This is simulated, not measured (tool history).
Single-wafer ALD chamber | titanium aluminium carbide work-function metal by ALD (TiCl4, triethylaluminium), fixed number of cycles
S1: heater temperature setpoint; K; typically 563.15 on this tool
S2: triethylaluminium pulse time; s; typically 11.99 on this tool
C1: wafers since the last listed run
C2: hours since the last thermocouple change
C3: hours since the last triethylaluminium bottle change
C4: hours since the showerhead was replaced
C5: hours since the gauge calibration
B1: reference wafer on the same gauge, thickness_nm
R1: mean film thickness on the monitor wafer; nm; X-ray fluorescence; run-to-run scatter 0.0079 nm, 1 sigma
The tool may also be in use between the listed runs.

run 1 hour=0.0 | S1=563.15 S2=11.99 | C1=0 C2=1219.7 C3=1358.3 C4=4786.9 C5=224.3 | B1=2.319 | R1=2.181
run 2 hour=49.6 | S1=563.15 S2=11.99 | C1=468 C2=1269.3 C3=1407.9 C4=4836.5 C5=273.9 | B1=2.320 | R1=2.176
run 3 hour=112.5 | S1=563.15 S2=11.99 | C1=593 C2=1332.2 C3=1470.8 C4=4899.4 C5=336.8 | B1=2.318 | R1=2.177
run 4 hour=155.7 | S1=563.15 S2=11.99 | C1=407 C2=1375.4 C3=1514.0 C4=4942.6 C5=380.0 | B1=2.319 | R1=2.196
-- hour=180.5 triethylaluminium bottle replaced
run 5 hour=257.3 | S1=563.15 S2=11.99 | C1=883 C2=1477.0 C3=76.8 C4=5044.2 C5=481.6 | B1=2.320 | R1=2.188
-- hour=276.9 thermocouple changed; heater temperature recalibrated
run 6 hour=550.9 | S1=563.15 S2=11.99 | C1=2696 C2=274.0 C3=370.4 C4=5337.8 C5=775.2 | B1=2.323 | R1=2.161
run 7 hour=637.6 | S1=563.15 S2=11.99 | C1=818 C2=360.7 C3=457.1 C4=5424.5 C5=861.9 | B1=2.320 | R1=2.151
run 8 hour=731.6 | S1=563.15 S2=11.99 | C1=887 C2=454.7 C3=551.1 C4=5518.5 C5=955.9 | B1=2.323 | R1=2.177
run 9 hour=797.2 | S1=563.15 S2=9.80 | C1=619 C2=520.3 C3=616.7 C4=5584.1 C5=1021.5 | B1=2.319 | R1=2.142
run 10 hour=885.1 | S1=563.15 S2=9.80 | C1=829 C2=608.2 C3=704.6 C4=5672.0 C5=1109.4 | B1=2.320 | R1=2.132
run 11 hour=932.5 | S1=563.15 S2=9.80 | C1=447 C2=655.6 C3=752.0 C4=5719.4 C5=1156.8 | B1=2.320 | R1=2.139
-- hour=1020.1 showerhead replaced
run 12 hour=1020.6 | S1=563.15 S2=11.99 | C1=756 C2=743.7 C3=840.1 C4=0.5 C5=1244.9 | B1=2.319 | R1=2.173
run 13 hour=1085.7 | S1=567.15 S2=11.99 | C1=614 C2=808.8 C3=905.2 C4=65.6 C5=1310.0 | B1=2.320 | R1=2.227
-- hour=1261.7 gauge calibrated
run 14 hour=1396.4 | S1=549.15 S2=16.66 | C1=2933 C2=1119.5 C3=1215.9 C4=376.3 C5=134.7 | B1=2.324 | R1=2.062
run 15 hour=1498.1 | S1=549.15 S2=11.99 | C1=960 C2=1221.2 C3=1317.6 C4=478.0 C5=236.4 | B1=2.317 | R1=2.041
run 16 hour=1555.7 | S1=570.15 S2=7.66 | C1=543 C2=1278.8 C3=1375.2 C4=535.6 C5=294.0 | B1=2.319 | R1=2.165
-- hour=1688.5 thermocouple changed; heater temperature recalibrated
run 17 hour=1689.0 | S1=563.15 S2=11.99 | C1=1182 C2=0.5 C3=1508.5 C4=668.9 C5=427.3 | B1=2.321 | R1=2.139
-- hour=1748.5 triethylaluminium bottle replaced
run 18 hour=1785.6 | S1=577.15 S2=9.10 | C1=836 C2=97.1 C3=37.1 C4=765.5 C5=523.9 | B1=2.322 | R1=2.238
run 19 hour=1890.3 | S1=557.15 S2=10.35 | C1=988 C2=201.8 C3=141.8 C4=870.2 C5=628.6 | B1=2.315 | R1=2.073
run 20 hour=1973.4 | S1=578.15 S2=14.94 | C1=784 C2=284.9 C3=224.9 C4=953.3 C5=711.7 | B1=2.318 | R1=2.351
run 21 hour=2044.8 | S1=563.15 S2=11.99 | C1=674 C2=356.3 C3=296.3 C4=1024.7 C5=783.1 | B1=2.321 | R1=2.149
run 22 hour=2104.5 | S1=553.15 S2=14.23 | C1=563 C2=416.0 C3=356.0 C4=1084.4 C5=842.8 | B1=2.322 | R1=2.074
run 23 hour=2184.7 | S1=563.15 S2=14.43 | C1=757 C2=496.2 C3=436.2 C4=1164.6 C5=923.0 | B1=2.320 | R1=2.173
run 24 hour=2255.0 | S1=577.15 S2=9.10 | C1=663 C2=566.5 C3=506.5 C4=1234.9 C5=993.3 | B1=2.325 | R1=2.272
run 25 hour=2303.3 | S1=578.15 S2=9.68 | C1=456 C2=614.8 C3=554.8 C4=1283.2 C5=1041.6 | B1=2.316 | R1=2.303
run 26 hour=2415.4 | S1=569.15 S2=8.80 | C1=1058 C2=726.9 C3=666.9 C4=1395.3 C5=1153.7 | B1=2.324 | R1=2.183

Forecast each of these 3 alternatives for the next run:
run A hour=2415.8 | S1=563.15 S2=11.99 | C1=3 C2=727.3 C3=667.3 C4=1395.7 C5=1154.1 | B1=? | R1=?
run B hour=2415.8 | S1=563.15 S2=9.84 | C1=3 C2=727.3 C3=667.3 C4=1395.7 C5=1154.1 | B1=? | R1=?
run C hour=2415.8 | S1=558.15 S2=7.71 | C1=3 C2=727.3 C3=667.3 C4=1395.7 C5=1154.1 | B1=? | R1=?

run=A B1=2.318 R1=2.180
run=B B1=2.318 R1=2.149
run=C B1=2.318 R1=2.040
Stripped of hidden state, with their random variation kept, the same runs would have yielded:
run=A R1=2.135
run=B R1=2.105
run=C R1=1.997
